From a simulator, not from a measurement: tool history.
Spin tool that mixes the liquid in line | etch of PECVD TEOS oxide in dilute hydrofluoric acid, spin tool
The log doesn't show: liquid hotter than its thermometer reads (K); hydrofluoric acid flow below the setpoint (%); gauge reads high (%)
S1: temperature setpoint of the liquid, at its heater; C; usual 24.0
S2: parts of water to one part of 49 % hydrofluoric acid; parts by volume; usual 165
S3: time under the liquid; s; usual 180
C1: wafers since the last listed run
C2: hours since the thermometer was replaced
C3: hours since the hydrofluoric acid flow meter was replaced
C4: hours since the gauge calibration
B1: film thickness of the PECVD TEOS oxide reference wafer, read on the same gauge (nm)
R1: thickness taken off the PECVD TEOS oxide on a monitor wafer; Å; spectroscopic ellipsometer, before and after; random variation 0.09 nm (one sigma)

| run | hour | S1 | S2 | S3 | C1 | C2 | C3 | C4 | B1 | R1 |
|---|---|---|---|---|---|---|---|---|---|---|
| 1 | 0.0 | 24.0 | 165 | 180 | 0 | 1958.4 | 99.1 | 377.8 | 150.02 | 108.4 |
| 2 | 56.5 | 24.0 | 165 | 180 | 313 | 2014.9 | 155.6 | 434.3 | 150.02 | 106.1 |
|  | 94.7 | gauge calibrated |
| 3 | 101.3 | 24.0 | 165 | 180 | 248 | 2059.7 | 200.4 | 6.6 | 149.99 | 106.6 |
| 4 | 162.7 | 24.0 | 165 | 180 | 340 | 2121.1 | 261.8 | 68.0 | 150.00 | 105.9 |
| 5 | 192.2 | 24.0 | 165 | 180 | 163 | 2150.6 | 291.3 | 97.5 | 149.97 | 106.3 |
| 6 | 220.7 | 24.0 | 165 | 180 | 158 | 2179.1 | 319.8 | 126.0 | 150.01 | 104.9 |
| 7 | 251.2 | 24.0 | 165 | 180 | 169 | 2209.6 | 350.3 | 156.5 | 149.97 | 103.2 |
| 8 | 303.1 | 24.0 | 165 | 180 | 288 | 2261.5 | 402.2 | 208.4 | 150.01 | 105.3 |
| 9 | 348.3 | 24.0 | 165 | 180 | 250 | 2306.7 | 447.4 | 253.6 | 149.97 | 104.5 |
| 10 | 420.0 | 28.0 | 165 | 235 | 398 | 2378.4 | 519.1 | 325.3 | 150.00 | 156.7 |
|  | 435.0 | hydrofluoric acid flow meter replaced |
| 11 | 448.8 | 26.0 | 165 | 180 | 154 | 2407.2 | 13.8 | 354.1 | 149.99 | 116.1 |
|  | 455.4 | gauge calibrated |
| 12 | 478.5 | 24.0 | 165 | 180 | 164 | 2436.9 | 43.5 | 23.1 | 149.99 | 107.9 |
|  | 480.4 | thermometer replaced |
| 13 | 513.8 | 28.5 | 200 | 135 | 190 | 33.4 | 78.8 | 58.4 | 150.05 | 74.0 |
| 14 | 577.2 | 27.0 | 165 | 180 | 351 | 96.8 | 142.2 | 121.8 | 150.02 | 117.7 |
| 15 | 627.3 | 24.0 | 165 | 180 | 278 | 146.9 | 192.3 | 171.9 | 150.04 | 105.8 |
| 16 | 802.7 | 26.5 | 165 | 100 | 973 | 322.3 | 367.7 | 347.3 | 150.00 | 64.3 |
|  | 821.8 | gauge calibrated |
| 17 | 830.7 | 28.0 | 210 | 180 | 155 | 350.3 | 395.7 | 8.9 | 150.01 | 91.0 |

Forecast each of these 4 alternatives for the next run:
| A | 831.2 | 24.0 | 95 | 180 | 2 | 350.8 | 396.2 | 9.4 | ? | ? |
| B | 831.2 | 21.0 | 140 | 75 | 2 | 350.8 | 396.2 | 9.4 | ? | ? |
| C | 831.2 | 21.5 | 215 | 110 | 2 | 350.8 | 396.2 | 9.4 | ? | ? |
| D | 831.2 | 22.0 | 90 | 115 | 2 | 350.8 | 396.2 | 9.4 | ? | ? |

| run | B1 | R1 |
|---|---|---|
| A | 150.00 | 197.4 |
| B | 150.00 | 47.0 |
| C | 150.00 | 42.2 |
| D | 150.00 | 123.6 |
Without the tool's hidden state the same runs would have given:
| run | R1 |
|---|---|
| A | 204.5 |
| B | 48.7 |
| C | 43.9 |
| D | 128.0 |
